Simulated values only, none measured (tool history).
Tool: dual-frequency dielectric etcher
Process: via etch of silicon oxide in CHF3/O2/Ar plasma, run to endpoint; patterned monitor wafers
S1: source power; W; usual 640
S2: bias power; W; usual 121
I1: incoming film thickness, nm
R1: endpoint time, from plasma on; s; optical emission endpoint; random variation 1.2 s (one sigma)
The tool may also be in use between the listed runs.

run    hour   S1   S2     I1     R1
  1     0.0  640  112  695.4  392.2
  2    48.0  640  112  697.0  391.5
  3    96.5  640  112  693.4  391.5
  4   159.4  640  121  698.8  383.6
  5   199.8  640  121  696.6  380.1
  6   227.3  760  104  689.4  377.6
      331.1  -- wet clean of the chamber
  7   400.1  760  104  692.8  379.0
  8   425.0  640  121  703.2  385.9
  9   455.9  640  121  686.6  375.2
 10   504.6  640  121  700.9  382.8
      510.1  -- bias power generator calibrated
 11   531.5  640  121  701.3  385.4
 12   569.5  640  121  696.1  379.8
 13   599.5  640  121  697.3  381.9
 14   624.8  540  121  696.2  402.1
 15   677.0  540  121  695.1  404.2
 16   704.9  540  121  697.3  406.5
 17   767.7  490  121  689.6  412.7
      817.6  -- wet clean of the chamber
 18   821.0  570  121  704.1  398.6
      846.3  -- upper electrode replaced
 19   856.4  640  121  694.9  377.8
 20   910.4  640  121  694.7  380.2
 21   959.7  640  121  697.8  381.6
 22   999.0  640  121  689.8  378.3
 23  1036.1  730  139  691.5  343.0
 24  1092.1  560  111  690.2  408.5
 25  1121.0  560  132  697.1  384.4
     1170.0  -- source power generator calibrated
 26  1267.7  490   93  699.5  460.4
     1292.1  -- wet clean of the chamber
 27  1336.1  550   91  702.4  450.0
 28  1404.1  510  146  699.9  384.0
 29  1475.6  640  121  698.4  382.9
 30  1513.4  640  121  700.0  384.9
 31  1571.1  640  121  694.7  380.1
 32  1626.3  780  121  692.0  356.4
 33  1673.6  500  110  690.7  422.4
     1735.6  -- wet clean of the chamber
 34  1736.1  500  121  696.1  414.3
 35  1771.7  550  101  695.8  428.1

The next listed run, before its measurement:
 36  1817.4  640  121  698.1   ?

{"run 36": {"R1": 381.8}}
Without the tool's hidden state the same run would have given R1 381.8 s.
